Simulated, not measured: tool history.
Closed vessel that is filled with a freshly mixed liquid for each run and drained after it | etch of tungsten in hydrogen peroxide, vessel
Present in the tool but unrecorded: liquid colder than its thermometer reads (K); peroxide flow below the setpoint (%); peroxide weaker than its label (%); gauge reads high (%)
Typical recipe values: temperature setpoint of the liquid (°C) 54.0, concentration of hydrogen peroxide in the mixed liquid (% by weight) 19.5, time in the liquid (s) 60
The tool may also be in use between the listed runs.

run	hour	temperature setpoint of the liquid (°C)	concentration of hydrogen peroxide in the mixed liquid (% by weight)	time in the liquid (s)	wafers since the last listed run	hours since the thermometer was replaced	hours since the peroxide flow meter was replaced	hours since the drum of peroxide was connected	hours since the gauge calibration	read-back film thickness of the tungsten reference wafer, read on the same gauge (nm)	thickness taken off the tungsten on a monitor wafer (nm)
1	0.0	54.0	19.5	60	0	2441.0	1874.3	382.9	234.3	69.99	123.96
2	6.8	54.0	19.5	60	862	2447.8	1881.1	389.7	241.1	69.99	125.45
3	22.0	54.0	19.5	60	1927	2463.0	1896.3	404.9	256.3	70.00	122.93
4	47.7	54.0	19.5	60	3259	2488.7	1922.0	430.6	282.0	70.01	124.88
5	54.5	54.0	19.5	60	862	2495.5	1928.8	437.4	288.8	70.00	124.33
6	63.1	54.0	19.5	60	1090	2504.1	1937.4	446.0	297.4	69.98	123.38
7	69.6	54.0	19.5	60	824	2510.6	1943.9	452.5	303.9	69.98	124.46
8	83.6	54.0	19.5	60	1775	2524.6	1957.9	466.5	317.9	70.01	123.98
9	101.5	54.0	19.5	60	2269	2542.5	1975.8	484.4	335.8	70.04	123.73
10	110.1	54.0	19.5	60	1090	2551.1	1984.4	493.0	344.4	70.01	123.77
11	123.5	54.0	19.5	60	1699	2564.5	1997.8	506.4	357.8	70.01	123.92
12	130.3	54.0	19.5	60	862	2571.3	2004.6	513.2	364.6	69.98	125.00
13	143.8	54.0	19.5	60	1711	2584.8	2018.1	526.7	378.1	69.99	124.48
14	151.6	54.0	19.5	60	989	2592.6	2025.9	534.5	385.9	70.00	123.86
15	161.7	57.0	24.0	60	1280	2602.7	2036.0	544.6	396.0	70.03	163.88
16	169.0	54.0	19.5	60	925	2610.0	2043.3	551.9	403.3	69.98	124.92
# hour 195.2: gauge calibrated
17	210.5	54.0	19.5	45	5262	2651.5	2084.8	593.4	15.3	69.97	93.62
18	222.6	46.0	16.5	60	1534	2663.6	2096.9	605.5	27.4	70.02	69.68
# hour 234.1: thermometer replaced
19	234.6	54.0	19.5	60	1394	0.5	2108.9	617.5	39.4	70.01	123.48
20	280.2	59.5	13.5	30	5782	46.1	2154.5	663.1	85.0	70.01	70.58
# hour 286.0: new drum of peroxide connected
21	297.4	51.5	24.0	95	2054	63.3	2171.7	11.4	102.2	70.00	189.54
# hour 313.2: peroxide flow meter replaced
22	315.3	54.0	19.5	60	2143	81.2	2.1	29.3	120.1	69.99	123.26
23	326.3	54.0	15.0	80	1394	92.2	13.1	40.3	131.1	70.02	144.90
24	335.8	54.0	16.0	60	1204	101.7	22.6	49.8	140.6	70.00	112.19
25	345.9	59.0	17.5	45	1280	111.8	32.7	59.9	150.7	70.00	117.60
26	363.1	54.0	19.5	60	2181	129.0	49.9	77.1	167.9	70.02	122.33
27	378.1	46.0	17.5	60	1902	144.0	64.9	92.1	182.9	69.98	72.35
28	394.6	57.0	19.5	60	2092	160.5	81.4	108.6	199.4	70.01	148.58

Alternative continuations, all from the tool just after run 28; predict every row:
A	395.3	61.5	19.5	60	88	161.2	82.1	109.3	200.1	?	?
B	395.3	47.0	17.5	90	88	161.2	82.1	109.3	200.1	?	?
C	395.3	63.0	19.5	30	88	161.2	82.1	109.3	200.1	?	?

run	read-back film thickness of the tungsten reference wafer, read on the same gauge (nm)	thickness taken off the tungsten on a monitor wafer (nm)
A	70.01	191.65
B	70.01	114.80
C	70.01	104.34
Had the tool no hidden state, the same runs would have come out as:
run	thickness taken off the tungsten on a monitor wafer (nm)
A	191.65
B	114.80
C	104.34
